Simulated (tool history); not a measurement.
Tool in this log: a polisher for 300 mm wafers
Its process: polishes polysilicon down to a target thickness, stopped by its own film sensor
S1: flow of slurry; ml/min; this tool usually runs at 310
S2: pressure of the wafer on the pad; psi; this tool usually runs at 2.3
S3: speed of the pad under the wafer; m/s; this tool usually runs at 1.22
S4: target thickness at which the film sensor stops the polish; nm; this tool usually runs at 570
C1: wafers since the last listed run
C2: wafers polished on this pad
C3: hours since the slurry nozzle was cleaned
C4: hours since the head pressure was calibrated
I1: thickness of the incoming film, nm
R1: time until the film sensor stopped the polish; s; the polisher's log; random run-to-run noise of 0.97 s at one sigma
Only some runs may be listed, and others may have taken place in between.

Run 1, hour 0.0: usual settings; C1 0; C2 2762; C3 0.4; C4 602.8; I1 968.5. Result: R1 60.1 s.
Run 2, hour 87.4: usual settings; C1 967; C2 3730; C3 87.8; C4 690.2; I1 958.6. Result: R1 60.8 s.
At hour 96.5: worn pad replaced by a new one.
Run 3, hour 174.7: usual settings; C1 921; C2 864; C3 175.1; C4 777.5; I1 954.1. Result: R1 53.6 s.
Run 4, hour 271.8: usual settings; C1 1074; C2 1939; C3 272.2; C4 874.6; I1 951.0. Result: R1 52.6 s.
Run 5, hour 362.0: usual settings; C1 998; C2 2937; C3 362.4; C4 964.8; I1 961.2. Result: R1 55.8 s.
At hour 412.6: worn pad replaced by a new one.
Run 6, hour 431.9: usual settings; C1 729; C2 213; C3 432.3; C4 1034.7; I1 950.8. Result: R1 52.4 s.
Run 7, hour 504.1: usual settings; C1 799; C2 1012; C3 504.5; C4 1106.9; I1 966.8. Result: R1 52.6 s.
Run 8, hour 598.7: usual settings; C1 1046; C2 2059; C3 599.1; C4 1201.5; I1 965.5. Result: R1 53.3 s.
Run 9, hour 675.3: usual settings but S1 390 ml/min, S2 1.9 psi; C1 847; C2 2907; C3 675.7; C4 1278.1; I1 974.1. Result: R1 62.0 s.
Run 10, hour 742.1: usual settings but S3 1.54 m/s; C1 739; C2 3646; C3 742.5; C4 1344.9; I1 962.5. Result: R1 44.5 s.
At hour 780.9: worn pad replaced by a new one.
Run 11, hour 785.8: usual settings but S3 1.54 m/s; C1 439; C2 54; C3 786.2; C4 1388.6; I1 947.0. Result: R1 39.3 s.
At hour 886.9: head pressure recalibrated.
At hour 930.3: slurry nozzle cleaned.
Run 12, hour 931.8: usual settings; C1 1582; C2 1636; C3 1.5; C4 44.9; I1 971.4. Result: R1 57.9 s.
Run 13, hour 1002.8: usual settings; C1 785; C2 2422; C3 72.5; C4 115.9; I1 953.7. Result: R1 57.3 s.
At hour 1093.5: worn pad replaced by a new one.
Run 14, hour 1109.1: usual settings but S1 215 ml/min, S2 1.8 psi, S3 0.82 m/s, S4 497 nm; C1 1132; C2 173; C3 178.8; C4 222.2; I1 963.0. Result: R1 120.5 s.
Run 15, hour 1148.8: usual settings but S1 215 ml/min, S3 0.98 m/s, S4 499 nm; C1 439; C2 612; C3 218.5; C4 261.9; I1 968.8. Result: R1 84.1 s.
Run 16, hour 1213.5: usual settings but S1 365 ml/min; C1 716; C2 1328; C3 283.2; C4 326.6; I1 973.1. Result: R1 56.7 s.
Run 17, hour 1280.8: usual settings; C1 744; C2 2073; C3 350.5; C4 393.9; I1 956.8. Result: R1 57.1 s.
Run 18, hour 1326.0: usual settings but S1 275 ml/min, S2 1.7 psi, S3 0.92 m/s, S4 634 nm; C1 500; C2 2573; C3 395.7; C4 439.1; I1 954.5. Result: R1 81.7 s.
At hour 1429.9: worn pad replaced by a new one.
Run 19, hour 1430.4: usual settings but S3 1.00 m/s; C1 1111; C2 5; C3 500.1; C4 543.5; I1 961.7. Result: R1 65.9 s.
Run 20, hour 1468.1: usual settings but S1 390 ml/min, S3 1.10 m/s, S4 457 nm; C1 417; C2 422; C3 537.8; C4 581.2; I1 969.1. Result: R1 77.1 s.
Run 21, hour 1555.9: usual settings; C1 971; C2 1394; C3 625.6; C4 669.0; I1 963.7. Result: R1 56.0 s.
Run 22, hour 1633.1: usual settings but S1 355 ml/min, S2 1.8 psi; C1 854; C2 2248; C3 702.8; C4 746.2; I1 967.7. Result: R1 67.2 s.

Here are 5 independent what-if runs from the current tool condition. What would each one return?
Run A, hour 1633.5: usual settings; C1 4; C2 2253; C3 703.2; C4 746.6; I1 971.4. Result: R1 ?.
Run B, hour 1633.5: usual settings but S3 0.90 m/s; C1 4; C2 2253; C3 703.2; C4 746.6; I1 971.4. Result: R1 ?.
Run C, hour 1633.5: usual settings but S1 400 ml/min, S3 1.48 m/s, S4 478 nm; C1 4; C2 2253; C3 703.2; C4 746.6; I1 971.4. Result: R1 ?.
Run D, hour 1633.5: usual settings but S3 1.56 m/s, S4 439 nm; C1 4; C2 2253; C3 703.2; C4 746.6; I1 971.4. Result: R1 ?.
Run E, hour 1633.5: usual settings but S2 2.9 psi, S3 0.98 m/s; C1 4; C2 2253; C3 703.2; C4 746.6; I1 971.4. Result: R1 ?.

run    R1
  A  56.4
  B  76.5
  C  56.3
  D  58.5
  E  58.4
Without the tool's hidden state the same runs would have given:
run    R1
  A  55.2
  B  74.9
  C  55.1
  D  57.3
  E  57.2
